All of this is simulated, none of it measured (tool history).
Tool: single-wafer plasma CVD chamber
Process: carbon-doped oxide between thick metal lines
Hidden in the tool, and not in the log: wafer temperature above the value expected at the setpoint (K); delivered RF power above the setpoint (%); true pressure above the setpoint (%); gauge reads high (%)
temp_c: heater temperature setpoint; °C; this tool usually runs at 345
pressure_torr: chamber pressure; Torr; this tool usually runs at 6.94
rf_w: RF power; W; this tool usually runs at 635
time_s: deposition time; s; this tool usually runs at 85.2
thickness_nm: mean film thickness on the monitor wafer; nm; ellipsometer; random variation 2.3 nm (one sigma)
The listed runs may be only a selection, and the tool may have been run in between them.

run   hour  temp_c  pressure_torr  rf_w  time_s  wafers since the last listed run  hours since the last thermocouple change  hours since the last RF generator calibration  hours since the last manometer calibration  hours since the showerhead was replaced  hours since the gauge calibration  read-back reference wafer on the same gauge, thickness_nm  thickness_nm
  1    0.0     345           6.94   635    95.1                                 0                                    1248.9                                         1038.1                                      1758.7                                   5966.6                               31.3                                                    558.915       551.453
  2   23.4     345           6.94   635    95.1                               341                                    1272.3                                         1061.5                                      1782.1                                   5990.0                               54.7                                                    557.812       547.031
  3   47.2     345           6.94   635    85.2                               347                                    1296.1                                         1085.3                                      1805.9                                   6013.8                               78.5                                                    559.488       497.053
  4   74.3     345           6.94   635    85.2                               395                                    1323.2                                         1112.4                                      1833.0                                   6040.9                              105.6                                                    558.757       492.819
  5   87.8     345           6.94   635    85.2                               197                                    1336.7                                         1125.9                                      1846.5                                   6054.4                              119.1                                                    559.454       491.982
  6  105.1     345           6.94   635    85.2                               252                                    1354.0                                         1143.2                                      1863.8                                   6071.7                              136.4                                                    559.450       486.895
  7  139.8     345           6.94   635    85.2                               506                                    1388.7                                         1177.9                                      1898.5                                   6106.4                              171.1                                                    558.448       491.236
  8  162.9     345           6.94   635    85.2                               337                                    1411.8                                         1201.0                                      1921.6                                   6129.5                              194.2                                                    559.727       489.829
  9  179.0     345           6.94   700    85.2                               235                                    1427.9                                         1217.1                                      1937.7                                   6145.6                              210.3                                                    559.887       517.266
     196.9  -- thermocouple changed; heater temperature recalibrated
 10  198.9     345           6.94   700    85.2                               173                                       2.0                                         1237.0                                      1957.6                                   6165.5                              230.2                                                    558.226       526.046
 11  227.8     345           6.94   675    85.2                               421                                      30.9                                         1265.9                                      1986.5                                   6194.4                              259.1                                                    559.290       506.704
 12  243.4     345           7.60   635    85.2                               227                                      46.5                                         1281.5                                      2002.1                                   6210.0                              274.7                                                    560.000       494.521
     269.0  -- capacitance manometer re-zeroed and calibrated
     271.5  -- showerhead replaced, of another model than before
 13  272.0     345           8.61   635    85.2                               264                                      75.1                                         1310.1                                         3.0                                      0.5                              303.3                                                    559.186       513.951
 14  298.5     359           6.94   535    85.2                               386                                     101.6                                         1336.6                                        29.5                                     27.0                              329.8                                                    558.841       452.195
 15  323.5     345           8.12   635    85.2                               365                                     126.6                                         1361.6                                        54.5                                     52.0                              354.8                                                    559.533       506.246
 16  347.5     345           6.94   635    85.2                               350                                     150.6                                         1385.6                                        78.5                                     76.0                              378.8                                                    559.532       497.431
 17  418.2     332           6.94   635    85.2                              1032                                     221.3                                         1456.3                                       149.2                                    146.7                              449.5                                                    557.689       511.108
 18  450.0     345           6.94   635    85.2                               464                                     253.1                                         1488.1                                       181.0                                    178.5                              481.3                                                    559.900       493.403
     478.8  -- RF generator calibrated
 19  482.2     333           5.96   600    74.1                               353                                     285.3                                            3.4                                       213.2                                    210.7                              513.5                                                    559.390       431.288
     485.0  -- gauge calibrated
 20  509.9     354           8.01   580    69.7                               404                                     313.0                                           31.1                                       240.9                                    238.4                               24.9                                                    559.348       400.888
 21  615.2     345           5.42   635    95.6                              1537                                     418.3                                          136.4                                       346.2                                    343.7                              130.2                                                    558.443       534.854
 22  637.7     345           7.45   635    85.2                               328                                     440.8                                          158.9                                       368.7                                    366.2                              152.7                                                    558.265       512.820

Forecast each of these 3 alternatives for the next run:
  A  638.1     340           6.94   635    85.2                                 5                                     441.2                                          159.3                                       369.1                                    366.6                              153.1                                                          ?             ?
  B  638.1     345           8.61   635   100.8                                 5                                     441.2                                          159.3                                       369.1                                    366.6                              153.1                                                          ?             ?
  C  638.1     354           6.14   745    75.7                                 5                                     441.2                                          159.3                                       369.1                                    366.6                              153.1                                                          ?             ?

run  read-back reference wafer on the same gauge, thickness_nm  thickness_nm
  A                                                    559.318       514.411
  B                                                    559.318       615.731
  C                                                    559.318       458.793
Stripped of hidden state, with their random variation kept, the same runs would have yielded:
run  thickness_nm
  A       516.272
  B       617.959
  C       460.406

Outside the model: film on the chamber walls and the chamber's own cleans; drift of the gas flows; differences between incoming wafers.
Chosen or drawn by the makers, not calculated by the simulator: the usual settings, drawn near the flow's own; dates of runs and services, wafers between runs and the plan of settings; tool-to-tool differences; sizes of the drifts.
